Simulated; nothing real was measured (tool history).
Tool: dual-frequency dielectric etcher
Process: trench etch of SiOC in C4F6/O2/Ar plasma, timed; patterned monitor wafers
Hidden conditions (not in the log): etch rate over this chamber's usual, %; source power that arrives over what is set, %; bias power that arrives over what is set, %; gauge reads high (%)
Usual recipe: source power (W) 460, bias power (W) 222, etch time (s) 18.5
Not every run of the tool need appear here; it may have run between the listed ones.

run,day,source power (W),bias power (W),etch time (s),wafers since the last listed run,hours since the last wet clean,hours since the last source power generator calibration,hours since the last bias power generator calibration,hours since the last upper electrode change,hours since the gauge calibration,"read-back reference wafer on the same gauge, depth_nm",mean etch depth across the wafer (nm)
1,0,500,222,21.5,0,170.5,3781.2,3538.5,1644.2,2128.2,37.88,55.99
2,8.888,460,222,18.5,4572,383.8,3994.5,3751.8,1857.5,2341.5,37.88,46.52
3,12.438,460,222,18.5,1826,469,4079.7,3837,1942.7,2426.7,37.89,46.39
# day 13.996: source power generator calibrated
4,14.825,460,222,18.5,1142,526.3,19.9,3894.3,2000,2484,37.91,47.15
# day 15.312: bias power generator calibrated
# day 17.208: wet clean of the chamber
5,18.729,460,222,18.5,1408,36.5,113.6,82,2093.7,2577.7,37.9,47.11
# day 20.083: gauge calibrated
6,20.917,460,196,18.5,1125,89,166.1,134.5,2146.2,20,37.93,45.6
7,25.188,460,196,18.5,2197,191.5,268.6,237,2248.7,122.5,37.93,45.5
8,27.575,460,222,18.5,1228,248.8,325.9,294.3,2306,179.8,37.9,46.89
9,29.933,460,242,18.5,1213,305.4,382.5,350.9,2362.6,236.4,37.9,48.23
10,32.871,420,222,18.5,1511,375.9,453,421.4,2433.1,306.9,37.89,45.15
# day 33.408: source power generator calibrated, repeated, since the last time left the tool worse
11,35.425,460,201,18.5,1228,437.2,48.4,482.7,2494.4,368.2,37.9,44.46
12,39.212,500,222,21.5,1948,528.1,139.3,573.6,2585.3,459.1,37.88,55.35
# day 41.054: wet clean of the chamber
13,52.658,460,222,18.5,6402,278.5,462,896.3,2908,781.8,37.92,45.77
14,54.817,460,222,18.5,1110,330.3,513.8,948.1,2959.8,833.6,37.89,45.76
15,57.021,390,237,13,1133,383.2,566.7,1001,3012.7,886.5,37.91,30.35
# day 60.958: upper electrode replaced
16,65.179,460,222,15,3682,579,762.5,1196.8,101.3,1082.3,37.87,37.22
# day 67.512: wet clean of the chamber
17,67.592,460,222,15.5,726,1.9,820.4,1254.7,159.2,1140.2,37.88,38.51
18,70.771,460,222,18.5,1635,78.2,896.7,1331,235.5,1216.5,37.89,45.57
19,73.304,460,200,15.5,1303,139,957.5,1391.8,296.3,1277.3,37.92,37.76
20,76.571,500,222,21.5,1680,217.4,1035.9,1470.2,374.7,1355.7,37.89,55.38
21,80.629,360,186,18.5,2087,314.8,1133.3,1567.6,472.1,1453.1,37.93,39.19
22,83.275,530,271,21,1361,378.3,1196.8,1631.1,535.6,1516.6,37.89,58.6
23,85.908,510,255,18.5,1354,441.5,1260,1694.3,598.8,1579.8,37.91,49.92
# day 90.338: wet clean of the chamber
24,90.358,460,265,14.5,1774,0.5,1366.8,1801.1,705.6,1686.6,37.9,37.69
25,91.292,500,205,13.5,480,22.9,1389.2,1823.5,728,1709,37.86,34.17
26,93.096,460,222,18.5,928,66.2,1432.5,1866.8,771.3,1752.3,37.91,46.02
27,94.875,460,222,18.5,915,108.9,1475.2,1909.5,814,1795,37.91,45.96
28,97.692,500,222,18.5,1448,176.5,1542.8,1977.1,881.6,1862.6,37.87,47.87

Below are 5 alternative next runs, each starting from the tool's condition after run 28. Predict each:
A,97.708,460,222,18.5,8,176.9,1543.2,1977.5,882,1863,?,?
B,97.708,360,174,22.5,8,176.9,1543.2,1977.5,882,1863,?,?
C,97.708,460,249,18.5,8,176.9,1543.2,1977.5,882,1863,?,?
D,97.708,540,183,13.5,8,176.9,1543.2,1977.5,882,1863,?,?
E,97.708,370,265,18.5,8,176.9,1543.2,1977.5,882,1863,?,?

run,"read-back reference wafer on the same gauge, depth_nm",mean etch depth across the wafer (nm)
A,37.94,45.89
B,37.94,47.07
C,37.94,47.27
D,37.94,34.29
E,37.94,43.62
Had the tool no hidden state, the same runs would have come out as:
run,mean etch depth across the wafer (nm)
A,45.67
B,46.85
C,47.04
D,34.13
E,43.41
